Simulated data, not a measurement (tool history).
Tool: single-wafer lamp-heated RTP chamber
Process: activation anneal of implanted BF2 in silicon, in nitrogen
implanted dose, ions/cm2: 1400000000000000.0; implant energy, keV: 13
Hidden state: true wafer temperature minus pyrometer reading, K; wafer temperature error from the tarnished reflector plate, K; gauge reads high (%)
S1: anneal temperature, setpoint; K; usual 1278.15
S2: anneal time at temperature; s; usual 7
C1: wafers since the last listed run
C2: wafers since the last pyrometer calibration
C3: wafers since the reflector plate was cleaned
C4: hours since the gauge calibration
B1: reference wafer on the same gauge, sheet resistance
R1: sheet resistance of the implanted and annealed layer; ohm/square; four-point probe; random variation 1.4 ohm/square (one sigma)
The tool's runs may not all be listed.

Run 1, hour 0: usual settings but S2 10 s; C1 0; C2 7801; C3 11704; C4 108.6; B1 210.1. Result: R1 206.15 ohm/square.
Run 2, hour 11.4: usual settings but S2 4 s; C1 174; C2 7976; C3 11879; C4 120; B1 209.93. Result: R1 240.98 ohm/square.
Run 3, hour 25.8: usual settings but S2 4 s; C1 220; C2 8196; C3 12099; C4 134.4; B1 209.92. Result: R1 239.92 ohm/square.
Run 4, hour 43.8: usual settings but S2 4 s; C1 275; C2 8472; C3 12375; C4 152.4; B1 210.09. Result: R1 236.22 ohm/square.
Run 5, hour 50: usual settings but S1 1267.15 K; C1 94; C2 8567; C3 12470; C4 158.6; B1 209.86. Result: R1 237.76 ohm/square.
Run 6, hour 64.6: usual settings but S1 1267.15 K; C1 223; C2 8790; C3 12694; C4 173.2; B1 209.71. Result: R1 233.96 ohm/square.
Run 7, hour 116.6: usual settings but S1 1267.15 K; C1 796; C2 9587; C3 13490; C4 225.2; B1 209.97. Result: R1 233.1 ohm/square.
At hour 129.6: pyrometer window cleaned and pyrometer calibrated.
At hour 139: reflector plate cleaned.
Run 8, hour 139.5: usual settings but S1 1284.15 K, S2 5 s; C1 105; C2 29; C3 7; C4 248.1; B1 209.67. Result: R1 237.83 ohm/square.
Run 9, hour 146.1: usual settings but S1 1305.15 K, S2 5 s; C1 101; C2 130; C3 108; C4 254.7; B1 209.64. Result: R1 206.01 ohm/square.
Run 10, hour 168.8: usual settings but S2 4 s; C1 347; C2 478; C3 456; C4 277.4; B1 210.47. Result: R1 254.62 ohm/square.
At hour 173.8: gauge calibrated.
Run 11, hour 186.7: usual settings but S1 1286.15 K, S2 8 s; C1 274; C2 752; C3 730; C4 12.9; B1 209.82. Result: R1 215.77 ohm/square.
Run 12, hour 201.5: usual settings but S1 1293.15 K; C1 226; C2 979; C3 956; C4 27.7; B1 209.86. Result: R1 214.26 ohm/square.
Run 13, hour 226.3: usual settings but S1 1296.15 K, S2 10 s; C1 379; C2 1358; C3 1336; C4 52.5; B1 210.41. Result: R1 190.78 ohm/square.
Run 14, hour 235.1: usual settings but S1 1298.15 K; C1 134; C2 1493; C3 1471; C4 61.3; B1 209.92. Result: R1 202.25 ohm/square.
Run 15, hour 244.8: usual settings but S1 1260.15 K, S2 5 s; C1 148; C2 1642; C3 1619; C4 71; B1 209.87. Result: R1 278.41 ohm/square.

Run 16 comes next. What will it give?
Run 16, hour 256.3: usual settings but S1 1263.15 K, S2 10 s; C1 176; C2 1818; C3 1795; C4 82.5; B1 ?. Result: R1 ?.

Run 16 gave B1 210.47, R1 249.46 ohm/square.
Without the tool's hidden state the same run would have given R1 254.44 ohm/square.
